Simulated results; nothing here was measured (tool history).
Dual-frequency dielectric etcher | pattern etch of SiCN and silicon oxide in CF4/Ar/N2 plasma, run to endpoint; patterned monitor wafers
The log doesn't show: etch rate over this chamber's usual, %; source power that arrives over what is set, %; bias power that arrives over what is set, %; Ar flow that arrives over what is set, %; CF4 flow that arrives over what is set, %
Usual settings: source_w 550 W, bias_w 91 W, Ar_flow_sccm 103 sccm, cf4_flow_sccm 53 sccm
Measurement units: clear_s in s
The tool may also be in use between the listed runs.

run   hour  source_w  bias_w  Ar_flow_sccm  cf4_flow_sccm  wafers since the last listed run  hours since the last wet clean  hours since the last source power generator calibration  hours since the last bias power generator calibration  hours since the last Ar flow controller change  hours since the last CF4 flow controller change  hours since the last upper electrode change  incoming incoming film thickness, nm  clear_s
  1    0.0       550      91           103             44                                 0                           468.0                                                   2298.6                                                 1780.5                                          5212.2                                           1591.9                                       3750.4                                  8.82      9.0
      26.0  -- wet clean of the chamber
      37.1  -- Ar flow controller replaced
  2   97.6       550      91           103             44                              1200                            71.6                                                   2396.2                                                 1878.1                                            60.5                                           1689.5                                       3848.0                                  8.85      8.6
  3  155.4       550      91           103             53                              1026                           129.4                                                   2454.0                                                 1935.9                                           118.3                                           1747.3                                       3905.8                                  8.90      8.5
  4  198.6       550      91           103             53                               767                           172.6                                                   2497.2                                                 1979.1                                           161.5                                           1790.5                                       3949.0                                  8.85      8.5
  5  236.4       550      91           103             53                               671                           210.4                                                   2535.0                                                 2016.9                                           199.3                                           1828.3                                       3986.8                                  8.86      8.5
  6  282.8       550      91           103             53                               824                           256.8                                                   2581.4                                                 2063.3                                           245.7                                           1874.7                                       4033.2                                  8.86      8.5
     340.3  -- CF4 flow controller replaced
  7  365.6       550      91           103             53                              1364                           339.6                                                   2664.2                                                 2146.1                                           328.5                                             25.3                                       4116.0                                  8.89      8.8
  8  423.2       500      91           103             58                              1023                           397.2                                                   2721.8                                                 2203.7                                           386.1                                             82.9                                       4173.6                                  8.93      9.5
     453.3  -- source power generator calibrated
  9  463.4       440     108           125             62                               643                           437.4                                                     10.1                                                 2243.9                                           426.3                                            123.1                                       4213.8                                  9.00     10.2
     489.7  -- wet clean of the chamber
 10  552.9       550      91           103             53                              1163                            63.2                                                     99.6                                                 2333.4                                           515.8                                            212.6                                       4303.3                                  8.89      8.6
 11  621.4       680      91           113             53                              1216                           131.7                                                    168.1                                                 2401.9                                           584.3                                            281.1                                       4371.8                                  8.82      7.4
 12  710.1       550      91           103             53                              1575                           220.4                                                    256.8                                                 2490.6                                           673.0                                            369.8                                       4460.5                                  8.89      8.7
 13  771.9       550      85            87             63                              1097                           282.2                                                    318.6                                                 2552.4                                           734.8                                            431.6                                       4522.3                                  8.95      8.7
 14  877.9       610      72           103             66                              1883                           388.2                                                    424.6                                                 2658.4                                           840.8                                            537.6                                       4628.3                                  8.82      8.7
 15  950.4       550      91           118             53                              1287                           460.7                                                    497.1                                                 2730.9                                           913.3                                            610.1                                       4700.8                                  8.92      9.2

Estimate the outcome of run 16 from the log above:
     1006.2  -- bias power generator calibrated
     1056.1  -- wet clean of the chamber
 16  1056.6       550      79           103             53                              1389                             0.5                                                    603.3                                                   50.4                                          1019.5                                            716.3                                       4807.0                                  8.84        ?

{"run 16": {"clear_s": 9.0}}
With no hidden state in the tool, this same run would have given clear_s 9.2 s.
